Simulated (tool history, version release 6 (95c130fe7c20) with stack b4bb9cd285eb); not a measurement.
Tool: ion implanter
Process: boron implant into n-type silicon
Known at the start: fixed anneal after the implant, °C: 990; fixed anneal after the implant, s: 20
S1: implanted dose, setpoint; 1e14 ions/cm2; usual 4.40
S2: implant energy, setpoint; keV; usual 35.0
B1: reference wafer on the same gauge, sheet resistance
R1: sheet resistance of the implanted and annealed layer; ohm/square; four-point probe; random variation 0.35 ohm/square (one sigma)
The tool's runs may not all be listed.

run,hour,S1,S2,B1,R1
1,0.0,4.40,35.0,260.98,244.20
2,13.1,4.40,35.0,260.89,244.72
3,24.4,4.40,35.0,261.02,243.79
4,40.9,3.60,30.5,260.93,289.32
5,52.1,4.40,43.0,260.97,240.19
6,67.6,4.40,43.0,261.09,240.06
7,78.3,4.40,43.0,261.06,240.43
8,87.8,4.40,35.0,260.89,244.26
# hour 89.7: gauge calibrated
9,105.0,4.40,35.0,260.98,244.84
10,115.8,4.40,35.0,261.01,244.91
11,127.4,4.40,27.5,261.09,249.18
12,142.9,4.40,27.5,260.93,249.62
13,149.7,4.40,35.0,261.05,245.16
# hour 159.2: Faraday cup replaced and dose calibrated
14,163.1,5.58,41.5,261.01,193.10
# hour 171.6: extraction supply calibrated
15,172.6,3.31,35.0,260.86,293.54
16,185.7,4.40,42.5,260.94,232.37
17,193.0,5.08,39.0,260.85,209.26
18,208.7,5.60,28.0,261.09,198.08
19,224.3,4.40,35.0,260.94,236.78
20,235.5,4.40,46.0,260.97,230.87
21,243.2,3.60,30.5,261.13,279.91
22,254.3,3.92,30.0,260.97,261.54
23,269.8,3.38,47.0,260.95,281.87
24,285.6,5.39,35.0,260.96,201.46

4 ways to go on from here, each from the tool as it stands after run 24. What would each give?
A,286.0,4.40,39.5,?,?
B,286.0,5.59,42.5,?,?
C,286.0,3.08,29.5,?,?
D,286.0,3.88,27.5,?,?

run,B1,R1
A,260.90,233.58
B,260.90,192.37
C,260.90,315.64
D,260.90,265.76
Without the tool's hidden state the same runs would have given:
run,R1
A,233.32
B,192.16
C,315.30
D,265.46
